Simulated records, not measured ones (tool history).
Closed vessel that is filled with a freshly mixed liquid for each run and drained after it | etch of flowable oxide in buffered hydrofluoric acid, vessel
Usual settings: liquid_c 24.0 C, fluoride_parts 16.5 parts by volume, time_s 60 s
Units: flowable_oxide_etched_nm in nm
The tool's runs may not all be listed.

run    hour  liquid_c  fluoride_parts  time_s  read-back film thickness of the flowable oxide reference wafer, read on the same gauge (nm)  flowable_oxide_etched_nm
  1     0.0      28.0            16.5      60                                                                                       130.00                    181.16
  2    24.1      28.0            16.5      60                                                                                       129.95                    181.83
       68.7  -- thermometer replaced
  3   230.6      28.0            16.5      60                                                                                       130.00                    177.36
  4   267.1      24.0            16.5      60                                                                                       130.06                    143.35
  5   301.1      24.0            16.5      60                                                                                       130.06                    146.25
  6   341.2      24.0            11.5      60                                                                                       129.97                    208.19
  7   365.9      24.0            11.5      60                                                                                       130.02                    211.38
  8   437.9      24.0            11.5      60                                                                                       130.00                    213.99
  9   493.1      23.0            16.5      60                                                                                       130.03                    140.50
      499.2  -- hydrofluoric acid flow meter replaced
 10   537.3      23.0            16.5      60                                                                                       129.98                    142.54
      564.0  -- thermometer replaced
 11   579.1      23.0            16.5      60                                                                                       130.02                    134.07
 12   632.3      24.0            16.5      50                                                                                       130.00                    117.73
 13   673.0      22.0            14.5      80                                                                                       130.01                    192.64
 14   699.9      23.0            16.5      60                                                                                       129.98                    134.45
 15   770.6      24.0            16.5      60                                                                                       129.97                    142.18
 16   828.6      24.0            16.5      60                                                                                       129.99                    143.99
 17   899.2      22.5            20.5      95                                                                                       130.00                    171.14
 18   930.4      24.0            16.5      60                                                                                       129.99                    147.20
 19   988.4      20.0            16.5      45                                                                                       129.99                     88.87
 20  1020.1      26.0            18.5      80                                                                                       129.99                    196.33
 21  1058.2      24.0            19.5      60                                                                                       130.00                    126.81
     1072.8  -- thermometer replaced
 22  1082.9      24.0            16.5      60                                                                                       130.01                    142.24
 23  1119.9      20.0            16.5      60                                                                                       129.96                    112.01
     1122.7  -- gauge calibrated
 24  1185.0      20.5            16.5      60                                                                                       130.02                    116.78
 25  1214.5      20.5            14.5      90                                                                                       129.96                    198.43
 26  1282.5      24.0            16.5      60                                                                                       130.01                    143.66
 27  1347.2      19.5            21.0      70                                                                                       130.00                    105.65
 28  1401.8      20.5            12.5      45                                                                                       129.96                    118.33
 29  1439.2      26.5            11.5      75                                                                                       130.02                    303.84
 30  1498.4      24.0            16.5      60                                                                                       129.96                    148.02
 31  1546.1      24.0            14.5      30                                                                                       130.00                     83.35
 32  1573.8      24.0            20.0      70                                                                                       129.99                    143.39
 33  1623.7      24.0            20.0      45                                                                                       130.02                     93.82

Measured less the same run without the tool's hidden state. The same run-to-run variation is in both; the gauge's scatter may not be:
The hidden state here: liquid hotter than its thermometer reads (K); hydrofluoric acid flow below the setpoint (%); gauge reads high (%).
run  flowable_oxide_etched_nm
  1                     +8.73
  2                     +9.23
  3                     +5.30
  4                     +5.07
  5                     +5.78
  6                     +9.30
  7                    +10.09
  8                    +12.20
  9                     +9.01
 10                     +9.95
 11                     +0.44
 12                     +1.22
 13                     +3.07
 14                     +2.56
 15                     +4.06
 16                     +5.17
 17                     +7.75
 18                     +7.20
 19                     +5.11
 20                    +11.69
 21                     +8.22
 22                     +0.23
 23                     +0.75
 24                     +1.81
 25                     +3.84
 26                     +4.02
 27                     +3.91
 28                     +5.22
 29                    +14.29
 30                     +8.15
 31                     +5.09
 32                     +9.31
 33                     +6.66
